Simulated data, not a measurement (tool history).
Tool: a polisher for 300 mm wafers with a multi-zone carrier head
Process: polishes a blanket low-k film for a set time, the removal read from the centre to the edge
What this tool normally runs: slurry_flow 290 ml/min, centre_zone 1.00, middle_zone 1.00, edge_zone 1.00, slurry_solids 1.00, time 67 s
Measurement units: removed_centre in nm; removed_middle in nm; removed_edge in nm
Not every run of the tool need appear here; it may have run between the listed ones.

run,hour,slurry_flow,centre_zone,middle_zone,edge_zone,slurry_solids,time,"incoming thickness of the incoming film, nm",removed_centre,removed_middle,removed_edge
1,0.0,290,1.00,0.96,1.00,1.00,67,708.6,20.8,19.5,20.2
2,17.3,335,1.00,1.00,1.00,1.00,61,706.7,18.8,17.7,17.7
# hour 43.9: worn pad replaced by a new one
3,51.9,290,1.00,1.07,1.00,0.85,67,719.0,19.1,19.7,18.4
4,72.4,290,1.00,1.07,1.00,0.85,67,719.7,19.1,19.1,18.2
5,105.2,290,1.05,1.00,1.00,1.00,67,711.0,19.8,18.2,18.4
# hour 115.5: worn pad replaced by a new one
# hour 130.9: slurry nozzle cleaned
6,131.4,290,1.05,1.00,1.00,1.00,67,732.8,21.5,20.0,20.2
# hour 142.4: carrier head's membrane replaced by a new one, of another model than before
7,150.2,290,1.00,1.00,1.00,1.00,67,734.1,19.9,19.4,19.9
# hour 179.6: centre zone pressure recalibrated
# hour 182.7: worn pad replaced by a new one
8,183.2,290,1.00,1.00,1.00,1.00,67,729.4,20.6,20.2,20.2
9,211.9,290,0.90,0.90,0.93,1.25,67,709.4,19.3,18.5,20.5
10,229.1,200,0.96,1.00,1.00,1.15,88,717.5,24.2,25.4,25.7
11,250.6,290,1.00,1.00,1.00,0.70,67,720.8,15.5,15.6,15.3
# hour 264.6: worn pad replaced by a new one
12,273.8,290,1.00,1.00,1.00,1.00,67,727.4,20.5,19.6,20.4
# hour 277.8: edge zone pressure recalibrated
13,291.7,290,0.96,1.00,1.00,1.20,67,721.0,21.0,21.4,21.5
14,321.5,240,1.00,0.88,0.97,1.10,67,734.5,19.1,16.1,18.6
# hour 329.4: worn pad replaced by a new one
15,336.9,290,1.00,1.00,1.00,0.80,67,729.7,19.2,18.2,18.5
16,357.6,290,1.00,1.00,1.09,1.00,67,722.5,20.6,20.4,21.5

For each run, the measured value with the value that run would have given without the tool's hidden condition subtracted. The run-to-run variation is shared by both, the gauge scatter possibly not:
Hidden state present: removal rate lost through wear of the pad, %; slurry flow missing at the pad, %; deviation of the centre zone's pressure from its setpoint, %; deviation of the edge zone's pressure from its setpoint, %.
run,removed_centre,removed_middle,removed_edge
1,-0.4,-0.4,-0.4
2,-0.9,-1.0,-0.9
3,-0.4,-0.3,-0.3
4,-0.7,-0.7,-0.7
5,-2.3,-2.2,-2.2
6,-0.3,-0.2,-0.2
7,-0.7,-0.7,-0.7
8,-0.2,-0.2,-0.2
9,-0.6,-0.6,-0.6
10,-1.6,-1.7,-1.7
11,-2.1,-2.1,-2.1
12,-0.3,-0.2,-0.3
13,-0.7,-0.7,-0.7
14,-1.9,-1.6,-1.9
15,-0.1,-0.1,-0.1
16,-0.4,-0.4,-0.4

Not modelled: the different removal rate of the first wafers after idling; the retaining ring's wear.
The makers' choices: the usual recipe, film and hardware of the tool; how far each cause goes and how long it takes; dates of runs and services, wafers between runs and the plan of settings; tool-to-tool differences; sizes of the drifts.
